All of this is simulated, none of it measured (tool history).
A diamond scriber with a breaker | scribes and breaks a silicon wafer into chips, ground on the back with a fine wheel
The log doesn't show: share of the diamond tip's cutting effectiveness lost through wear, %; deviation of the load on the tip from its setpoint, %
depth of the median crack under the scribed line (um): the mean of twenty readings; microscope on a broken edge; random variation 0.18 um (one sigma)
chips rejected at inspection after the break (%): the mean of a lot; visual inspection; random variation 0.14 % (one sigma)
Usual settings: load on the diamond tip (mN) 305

run,hour,load on the diamond tip (mN),wafers since the last listed run,hours since the diamond tip was replaced,hours since the load on the tip was calibrated,"incoming depth of the damage left on the back of the incoming wafer, um",depth of the median crack under the scribed line (um),chips rejected at inspection after the break (%)
1,0.0,305,0,55.1,663.1,2.04,10.84,2.44
2,37.6,305,141,92.7,700.7,1.93,11.15,2.50
3,92.4,367,206,147.5,755.5,2.27,12.30,6.09
4,167.4,367,282,222.5,830.5,2.05,12.29,5.78
5,464.4,305,1118,519.5,1127.5,1.66,11.29,2.48
6,507.5,273,162,562.6,1170.6,2.78,10.48,3.10
7,582.4,273,282,637.5,1245.5,2.04,10.47,2.06
8,636.0,273,201,691.1,1299.1,2.36,10.44,2.39
9,699.1,235,237,754.2,1362.2,2.05,9.68,3.08
10,789.6,305,340,844.7,1452.7,2.24,11.06,2.70
# hour 820.6: load on the tip recalibrated
11,884.8,305,351,939.9,64.2,2.87,10.45,3.26
12,929.4,305,167,984.5,108.8,2.50,10.42,2.24
# hour 999.8: diamond tip replaced by a new one
13,1028.0,325,363,28.2,207.4,2.67,10.87,3.38
14,1082.8,325,206,83.0,262.2,2.08,10.92,2.44
15,1165.5,325,311,165.7,344.9,2.51,11.25,3.14
16,1202.3,305,138,202.5,381.7,2.12,10.68,2.12
17,1269.0,305,251,269.2,448.4,2.37,10.85,2.71
18,1366.1,305,365,366.3,545.5,1.67,10.84,2.04
19,1415.8,305,187,416.0,595.2,2.82,10.76,3.23
20,1491.2,395,283,491.4,670.6,2.69,12.55,8.28
21,1538.1,305,176,538.3,717.5,1.84,11.28,1.97
22,1625.2,279,328,625.4,804.6,1.55,10.62,1.64
23,1672.0,215,176,672.2,851.4,2.71,9.00,6.14
24,1731.2,344,222,731.4,910.6,2.82,11.56,5.53
25,1822.7,252,344,822.9,1002.1,2.40,9.64,2.85
26,1874.9,377,196,875.1,1054.3,1.77,12.47,7.50
# hour 1915.9: diamond tip replaced by a new one
27,1972.4,305,359,56.5,1151.8,1.76,10.84,2.61
28,2013.3,226,154,97.4,1192.7,2.66,9.55,4.93
29,2104.1,305,341,188.2,1283.5,2.24,11.17,2.89
30,2168.6,305,242,252.7,1348.0,2.52,11.10,3.58
31,2274.5,395,398,358.6,1453.9,2.83,12.96,10.54
# hour 2319.1: load on the tip recalibrated
32,2331.8,350,208,415.9,12.7,1.80,11.27,2.46
33,2402.0,378,264,486.1,82.9,2.31,11.48,5.08
34,2448.2,387,174,532.3,129.1,2.96,12.38,6.51
35,2515.9,279,254,600.0,196.8,1.97,10.04,2.06
36,2618.4,372,386,702.5,299.3,1.69,12.28,5.44
37,2695.2,277,289,779.3,376.1,1.62,10.46,1.48

Measured less the same run without the tool's hidden state. The same run-to-run variation is in both; the gauge's scatter may not be:
run,depth of the median crack under the scribed line (um),chips rejected at inspection after the break (%)
1,+0.63,+0.45
2,+0.67,+0.53
3,+0.76,+2.48
4,+0.79,+2.52
5,+0.80,+0.80
6,+0.75,-1.01
7,+0.76,-0.78
8,+0.76,-0.85
9,+0.71,-2.94
10,+0.82,+0.67
11,+0.07,-0.04
12,+0.13,-0.02
13,+0.27,+0.28
14,+0.33,+0.41
15,+0.42,+0.50
16,+0.43,+0.16
17,+0.49,+0.18
18,+0.55,+0.38
19,+0.57,+0.15
20,+0.71,+2.78
21,+0.65,+0.42
22,+0.64,-0.45
23,+0.57,-3.49
24,+0.74,+1.82
25,+0.63,-1.84
26,+0.84,+3.43
27,+0.74,+0.77
28,+0.66,-3.42
29,+0.79,+0.65
30,+0.79,+0.64
31,+0.94,+4.19
32,+0.03,+0.05
33,+0.15,+0.51
34,+0.23,+0.77
35,+0.27,-0.38
36,+0.45,+1.62
37,+0.45,-0.45
